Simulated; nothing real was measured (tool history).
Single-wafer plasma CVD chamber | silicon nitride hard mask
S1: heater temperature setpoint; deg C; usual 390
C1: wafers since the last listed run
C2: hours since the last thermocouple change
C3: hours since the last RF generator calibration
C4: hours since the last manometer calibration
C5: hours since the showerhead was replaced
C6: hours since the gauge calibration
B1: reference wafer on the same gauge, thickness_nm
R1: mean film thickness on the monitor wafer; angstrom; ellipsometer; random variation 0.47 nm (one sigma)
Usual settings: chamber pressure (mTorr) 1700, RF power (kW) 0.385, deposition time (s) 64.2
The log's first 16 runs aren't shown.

run 17 day=37.742 | S1=390 chamber_pressure_(mTorr)=1700 RF_power_(kW)=0.315 deposition_time_(s)=64.2 | C1=626 C2=2588.6 C3=432.3 C4=209.4 C5=3180.6 C6=528.0 | B1=78.418 | R1=787.95
run 18 day=40.246 | S1=390 chamber_pressure_(mTorr)=1540 RF_power_(kW)=0.385 deposition_time_(s)=64.2 | C1=1221 C2=2648.7 C3=492.4 C4=269.5 C5=3240.7 C6=588.1 | B1=78.437 | R1=886.46
run 19 day=41.983 | S1=390 chamber_pressure_(mTorr)=2010 RF_power_(kW)=0.350 deposition_time_(s)=64.2 | C1=847 C2=2690.4 C3=534.1 C4=311.2 C5=3282.4 C6=629.8 | B1=78.226 | R1=863.29
run 20 day=44.438 | S1=390 chamber_pressure_(mTorr)=1700 RF_power_(kW)=0.385 deposition_time_(s)=64.2 | C1=1197 C2=2749.3 C3=593.0 C4=370.1 C5=3341.3 C6=688.7 | B1=78.441 | R1=896.25
-- day=45.546 showerhead replaced
run 21 day=46.667 | S1=396 chamber_pressure_(mTorr)=1700 RF_power_(kW)=0.385 deposition_time_(s)=64.2 | C1=924 C2=2802.8 C3=646.5 C4=423.6 C5=26.9 C6=742.2 | B1=78.303 | R1=889.52
-- day=47.583 thermocouple changed; heater temperature recalibrated
run 22 day=49.225 | S1=390 chamber_pressure_(mTorr)=1700 RF_power_(kW)=0.385 deposition_time_(s)=70.0 | C1=1085 C2=39.4 C3=707.9 C4=485.0 C5=88.3 C6=803.6 | B1=78.400 | R1=977.95
run 23 day=51.358 | S1=397 chamber_pressure_(mTorr)=1700 RF_power_(kW)=0.385 deposition_time_(s)=64.2 | C1=1040 C2=90.6 C3=759.1 C4=536.2 C5=139.5 C6=854.8 | B1=78.333 | R1=901.23
run 24 day=52.817 | S1=404 chamber_pressure_(mTorr)=1860 RF_power_(kW)=0.385 deposition_time_(s)=72.9 | C1=711 C2=125.6 C3=794.1 C4=571.2 C5=174.5 C6=889.8 | B1=78.402 | R1=1024.68
run 25 day=55.738 | S1=390 chamber_pressure_(mTorr)=1700 RF_power_(kW)=0.385 deposition_time_(s)=64.2 | C1=1425 C2=195.7 C3=864.2 C4=641.3 C5=244.6 C6=959.9 | B1=78.508 | R1=901.41
run 26 day=58.700 | S1=394 chamber_pressure_(mTorr)=1700 RF_power_(kW)=0.385 deposition_time_(s)=64.2 | C1=1445 C2=266.8 C3=935.3 C4=712.4 C5=315.7 C6=1031.0 | B1=78.392 | R1=892.00
run 27 day=60.225 | S1=396 chamber_pressure_(mTorr)=1810 RF_power_(kW)=0.385 deposition_time_(s)=64.2 | C1=744 C2=303.4 C3=971.9 C4=749.0 C5=352.3 C6=1067.6 | B1=78.523 | R1=903.13
run 28 day=62.046 | S1=390 chamber_pressure_(mTorr)=2010 RF_power_(kW)=0.385 deposition_time_(s)=76.8 | C1=888 C2=347.1 C3=1015.6 C4=792.7 C5=396.0 C6=1111.3 | B1=78.357 | R1=1101.45
run 29 day=63.142 | S1=390 chamber_pressure_(mTorr)=1850 RF_power_(kW)=0.345 deposition_time_(s)=55.7 | C1=534 C2=373.4 C3=1041.9 C4=819.0 C5=422.3 C6=1137.6 | B1=78.397 | R1=737.27
-- day=64.138 capacitance manometer re-zeroed and calibrated
run 30 day=65.467 | S1=390 chamber_pressure_(mTorr)=1820 RF_power_(kW)=0.325 deposition_time_(s)=64.2 | C1=971 C2=429.2 C3=1097.7 C4=31.9 C5=478.1 C6=1193.4 | B1=78.346 | R1=812.47

3 ways to go on from here, each from the tool as it stands after run 30. What would each give?
run A day=65.483 | S1=390 chamber_pressure_(mTorr)=1700 RF_power_(kW)=0.425 deposition_time_(s)=64.2 | C1=8 C2=429.6 C3=1098.1 C4=32.3 C5=478.5 C6=1193.8 | B1=? | R1=?
run B day=65.483 | S1=396 chamber_pressure_(mTorr)=1350 RF_power_(kW)=0.385 deposition_time_(s)=64.2 | C1=8 C2=429.6 C3=1098.1 C4=32.3 C5=478.5 C6=1193.8 | B1=? | R1=?
run C day=65.483 | S1=390 chamber_pressure_(mTorr)=1350 RF_power_(kW)=0.385 deposition_time_(s)=76.7 | C1=8 C2=429.6 C3=1098.1 C4=32.3 C5=478.5 C6=1193.8 | B1=? | R1=?

run=A B1=78.569 R1=960.28
run=B B1=78.569 R1=874.40
run=C B1=78.569 R1=1047.41
Without the tool's hidden state the same runs would have given:
run=A R1=960.28
run=B R1=874.40
run=C R1=1047.41

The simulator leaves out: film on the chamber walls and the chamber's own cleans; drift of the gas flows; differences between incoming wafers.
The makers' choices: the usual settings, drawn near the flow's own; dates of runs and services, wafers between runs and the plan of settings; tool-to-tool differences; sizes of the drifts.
